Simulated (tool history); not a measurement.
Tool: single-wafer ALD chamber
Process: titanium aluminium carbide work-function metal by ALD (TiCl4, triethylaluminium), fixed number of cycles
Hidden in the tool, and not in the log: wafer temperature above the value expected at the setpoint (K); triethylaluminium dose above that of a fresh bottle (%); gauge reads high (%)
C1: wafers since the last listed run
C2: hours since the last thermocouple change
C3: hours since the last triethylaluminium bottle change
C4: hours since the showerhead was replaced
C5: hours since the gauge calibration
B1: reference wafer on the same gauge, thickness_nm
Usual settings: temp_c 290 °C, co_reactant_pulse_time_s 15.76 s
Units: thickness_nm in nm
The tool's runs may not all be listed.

run 1 day=0 | temp_c=290 co_reactant_pulse_time_s=15.76 | C1=0 C2=2109.4 C3=151.5 C4=4411.9 C5=124.2 | B1=2.05 | thickness_nm=2.144
run 2 day=1.488 | temp_c=290 co_reactant_pulse_time_s=15.76 | C1=294 C2=2145.1 C3=187.2 C4=4447.6 C5=159.9 | B1=2.05 | thickness_nm=2.129
run 3 day=3.442 | temp_c=290 co_reactant_pulse_time_s=15.76 | C1=387 C2=2192 C3=234.1 C4=4494.5 C5=206.8 | B1=2.054 | thickness_nm=2.157
run 4 day=6.096 | temp_c=290 co_reactant_pulse_time_s=15.76 | C1=526 C2=2255.7 C3=297.8 C4=4558.2 C5=270.5 | B1=2.049 | thickness_nm=2.137
run 5 day=8.117 | temp_c=290 co_reactant_pulse_time_s=15.76 | C1=400 C2=2304.2 C3=346.3 C4=4606.7 C5=319 | B1=2.049 | thickness_nm=2.152
run 6 day=9.408 | temp_c=290 co_reactant_pulse_time_s=19.89 | C1=256 C2=2335.2 C3=377.3 C4=4637.7 C5=350 | B1=2.05 | thickness_nm=2.154
run 7 day=11.954 | temp_c=290 co_reactant_pulse_time_s=19.89 | C1=504 C2=2396.3 C3=438.4 C4=4698.8 C5=411.1 | B1=2.048 | thickness_nm=2.179
run 8 day=19.312 | temp_c=301 co_reactant_pulse_time_s=15.76 | C1=1458 C2=2572.9 C3=615 C4=4875.4 C5=587.7 | B1=2.052 | thickness_nm=2.224
-- day=20.4 gauge calibrated
run 9 day=20.458 | temp_c=301 co_reactant_pulse_time_s=15.76 | C1=227 C2=2600.4 C3=642.5 C4=4902.9 C5=1.4 | B1=2.052 | thickness_nm=2.213
-- day=22.033 thermocouple changed; heater temperature recalibrated
run 10 day=22.054 | temp_c=282 co_reactant_pulse_time_s=15.76 | C1=250 C2=0.5 C3=680.8 C4=4941.2 C5=39.7 | B1=2.052 | thickness_nm=2.037
run 11 day=23.521 | temp_c=284 co_reactant_pulse_time_s=15.76 | C1=290 C2=35.7 C3=716 C4=4976.4 C5=74.9 | B1=2.048 | thickness_nm=2.056
-- day=24.129 triethylaluminium bottle replaced
-- day=25.925 showerhead replaced
run 12 day=25.946 | temp_c=290 co_reactant_pulse_time_s=15.76 | C1=348 C2=93.9 C3=43.6 C4=0.5 C5=133.1 | B1=2.051 | thickness_nm=2.041
run 13 day=28.717 | temp_c=303 co_reactant_pulse_time_s=10.73 | C1=549 C2=160.4 C3=110.1 C4=67 C5=199.6 | B1=2.053 | thickness_nm=1.98
run 14 day=31.392 | temp_c=301 co_reactant_pulse_time_s=15.76 | C1=530 C2=224.6 C3=174.3 C4=131.2 C5=263.8 | B1=2.051 | thickness_nm=2.163
-- day=34.6 triethylaluminium bottle replaced, repeated, since the last time left the tool worse
run 15 day=38.304 | temp_c=299 co_reactant_pulse_time_s=14.06 | C1=1304 C2=390.5 C3=88.9 C4=297.1 C5=429.7 | B1=2.048 | thickness_nm=2.215
run 16 day=40 | temp_c=296 co_reactant_pulse_time_s=20.99 | C1=336 C2=431.2 C3=129.6 C4=337.8 C5=470.4 | B1=2.048 | thickness_nm=2.186
run 17 day=41.938 | temp_c=277 co_reactant_pulse_time_s=21.36 | C1=384 C2=477.7 C3=176.1 C4=384.3 C5=516.9 | B1=2.051 | thickness_nm=2.014
run 18 day=43.079 | temp_c=290 co_reactant_pulse_time_s=17.84 | C1=226 C2=505.1 C3=203.5 C4=411.7 C5=544.3 | B1=2.054 | thickness_nm=2.152

The same runs without the tool's hidden state, with the same run-to-run variation:
run=1 thickness_nm=2.147
run=2 thickness_nm=2.133
run=3 thickness_nm=2.161
run=4 thickness_nm=2.143
run=5 thickness_nm=2.159
run=6 thickness_nm=2.157
run=7 thickness_nm=2.182
run=8 thickness_nm=2.246
run=9 thickness_nm=2.238
run=10 thickness_nm=2.065
run=11 thickness_nm=2.088
run=12 thickness_nm=2.138
run=13 thickness_nm=2.232
run=14 thickness_nm=2.274
run=15 thickness_nm=2.218
run=16 thickness_nm=2.187
run=17 thickness_nm=2.014
run=18 thickness_nm=2.154

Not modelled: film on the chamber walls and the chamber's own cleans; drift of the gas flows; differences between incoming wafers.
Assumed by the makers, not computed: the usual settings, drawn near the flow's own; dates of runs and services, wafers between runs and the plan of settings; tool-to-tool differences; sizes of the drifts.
